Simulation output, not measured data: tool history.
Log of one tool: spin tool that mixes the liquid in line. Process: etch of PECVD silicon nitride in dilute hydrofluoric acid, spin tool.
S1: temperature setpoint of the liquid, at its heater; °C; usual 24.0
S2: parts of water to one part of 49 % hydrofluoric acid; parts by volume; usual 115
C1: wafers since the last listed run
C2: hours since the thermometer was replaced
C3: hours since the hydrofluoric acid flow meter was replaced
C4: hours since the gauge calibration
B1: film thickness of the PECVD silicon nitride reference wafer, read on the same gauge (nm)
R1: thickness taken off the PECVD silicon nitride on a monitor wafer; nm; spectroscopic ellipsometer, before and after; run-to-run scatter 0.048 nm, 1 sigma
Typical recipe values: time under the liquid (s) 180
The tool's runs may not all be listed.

Run 1, hour 0.0: usual settings; C1 0; C2 1062.1; C3 481.0; C4 158.5; B1 120.01. Result: R1 6.76 nm.
Run 2, hour 17.5: usual settings; C1 112; C2 1079.6; C3 498.5; C4 176.0; B1 119.97. Result: R1 6.83 nm.
Run 3, hour 30.4: usual settings; C1 82; C2 1092.5; C3 511.4; C4 188.9; B1 120.00. Result: R1 6.78 nm.
Run 4, hour 38.6: usual settings but time under the liquid (s) 260; C1 52; C2 1100.7; C3 519.6; C4 197.1; B1 119.99. Result: R1 9.88 nm.
Run 5, hour 56.2: usual settings but time under the liquid (s) 260; C1 113; C2 1118.3; C3 537.2; C4 214.7; B1 120.02. Result: R1 9.86 nm.
Run 6, hour 63.2: usual settings; C1 44; C2 1125.3; C3 544.2; C4 221.7; B1 119.99. Result: R1 6.86 nm.
Run 7, hour 71.2: usual settings; C1 51; C2 1133.3; C3 552.2; C4 229.7; B1 120.00. Result: R1 6.73 nm.
Run 8, hour 88.0: usual settings; C1 107; C2 1150.1; C3 569.0; C4 246.5; B1 119.99. Result: R1 6.92 nm.
Run 9, hour 101.9: usual settings; C1 89; C2 1164.0; C3 582.9; C4 260.4; B1 119.98. Result: R1 6.80 nm.
Run 10, hour 113.6: usual settings; C1 75; C2 1175.7; C3 594.6; C4 272.1; B1 120.00. Result: R1 6.86 nm.
Run 11, hour 125.7: usual settings but S1 27.5 °C; C1 77; C2 1187.8; C3 606.7; C4 284.2; B1 119.98. Result: R1 8.63 nm.
Run 12, hour 131.8: usual settings; C1 39; C2 1193.9; C3 612.8; C4 290.3; B1 119.98. Result: R1 6.89 nm.
Run 13, hour 141.0: usual settings; C1 59; C2 1203.1; C3 622.0; C4 299.5; B1 120.00. Result: R1 6.89 nm.
At hour 142.7: gauge calibrated.
Run 14, hour 156.3: usual settings; C1 98; C2 1218.4; C3 637.3; C4 13.6; B1 120.01. Result: R1 6.97 nm.
Run 15, hour 168.1: usual settings; C1 75; C2 1230.2; C3 649.1; C4 25.4; B1 119.99. Result: R1 6.98 nm.
Run 16, hour 190.9: usual settings but S1 21.0 °C, time under the liquid (s) 130; C1 146; C2 1253.0; C3 671.9; C4 48.2; B1 120.01. Result: R1 4.08 nm.
At hour 206.0: thermometer replaced.
Run 17, hour 206.4: usual settings but S1 19.5 °C, time under the liquid (s) 270; C1 93; C2 0.4; C3 687.4; C4 63.7; B1 119.99. Result: R1 7.71 nm.
Run 18, hour 224.3: usual settings; C1 115; C2 18.3; C3 705.3; C4 81.6; B1 120.01. Result: R1 6.97 nm.
Run 19, hour 232.3: usual settings; C1 51; C2 26.3; C3 713.3; C4 89.6; B1 120.00. Result: R1 7.05 nm.
Run 20, hour 248.0: usual settings but S1 26.5 °C, S2 135 parts by volume, time under the liquid (s) 285; C1 100; C2 42.0; C3 729.0; C4 105.3; B1 119.99. Result: R1 11.16 nm.
Run 21, hour 254.6: usual settings; C1 42; C2 48.6; C3 735.6; C4 111.9; B1 119.99. Result: R1 7.05 nm.
Run 22, hour 265.2: usual settings but S1 21.5 °C, S2 150 parts by volume, time under the liquid (s) 260; C1 68; C2 59.2; C3 746.2; C4 122.5; B1 120.00. Result: R1 6.63 nm.
Run 23, hour 271.5: usual settings but S2 130 parts by volume, time under the liquid (s) 140; C1 40; C2 65.5; C3 752.5; C4 128.8; B1 120.00. Result: R1 4.78 nm.
Run 24, hour 277.5: usual settings but S1 27.0 °C, time under the liquid (s) 140; C1 38; C2 71.5; C3 758.5; C4 134.8; B1 120.00. Result: R1 6.61 nm.
At hour 282.5: hydrofluoric acid flow meter replaced.
Run 25, hour 288.5: usual settings but S1 20.5 °C, S2 85 parts by volume, time under the liquid (s) 245; C1 64; C2 82.5; C3 6.0; C4 145.8; B1 120.01. Result: R1 9.13 nm.
Run 26, hour 323.4: usual settings but S1 20.5 °C, S2 60 parts by volume, time under the liquid (s) 290; C1 224; C2 117.4; C3 40.9; C4 180.7; B1 119.99. Result: R1 15.33 nm.
Run 27, hour 340.1: usual settings but S2 70 parts by volume, time under the liquid (s) 100; C1 107; C2 134.1; C3 57.6; C4 197.4; B1 119.99. Result: R1 5.68 nm.
Run 28, hour 357.5: usual settings; C1 111; C2 151.5; C3 75.0; C4 214.8; B1 120.00. Result: R1 6.42 nm.
Run 29, hour 371.7: usual settings; C1 91; C2 165.7; C3 89.2; C4 229.0; B1 120.01. Result: R1 6.33 nm.
Run 30, hour 379.2: usual settings but S1 26.5 °C, S2 170 parts by volume; C1 48; C2 173.2; C3 96.7; C4 236.5; B1 119.99. Result: R1 5.07 nm.

Predict each of these 4 candidate next runs independently; none follows another, all start after run 30:
Run A, hour 379.7: usual settings; C1 3; C2 173.7; C3 97.2; C4 237.0; B1 ?. Result: R1 ?.
Run B, hour 379.7: usual settings but time under the liquid (s) 240; C1 3; C2 173.7; C3 97.2; C4 237.0; B1 ?. Result: R1 ?.
Run C, hour 379.7: usual settings but S2 150 parts by volume, time under the liquid (s) 130; C1 3; C2 173.7; C3 97.2; C4 237.0; B1 ?. Result: R1 ?.
Run D, hour 379.7: usual settings but S2 135 parts by volume, time under the liquid (s) 80; C1 3; C2 173.7; C3 97.2; C4 237.0; B1 ?. Result: R1 ?.

run      B1    R1
  A  120.02  6.35
  B  120.02  8.47
  C  120.02  3.53
  D  120.02  2.41
The same runs, with their run-to-run variation unchanged, on a tool lacking any hidden condition would have given:
run    R1
  A  6.25
  B  8.33
  C  3.47
  D  2.37
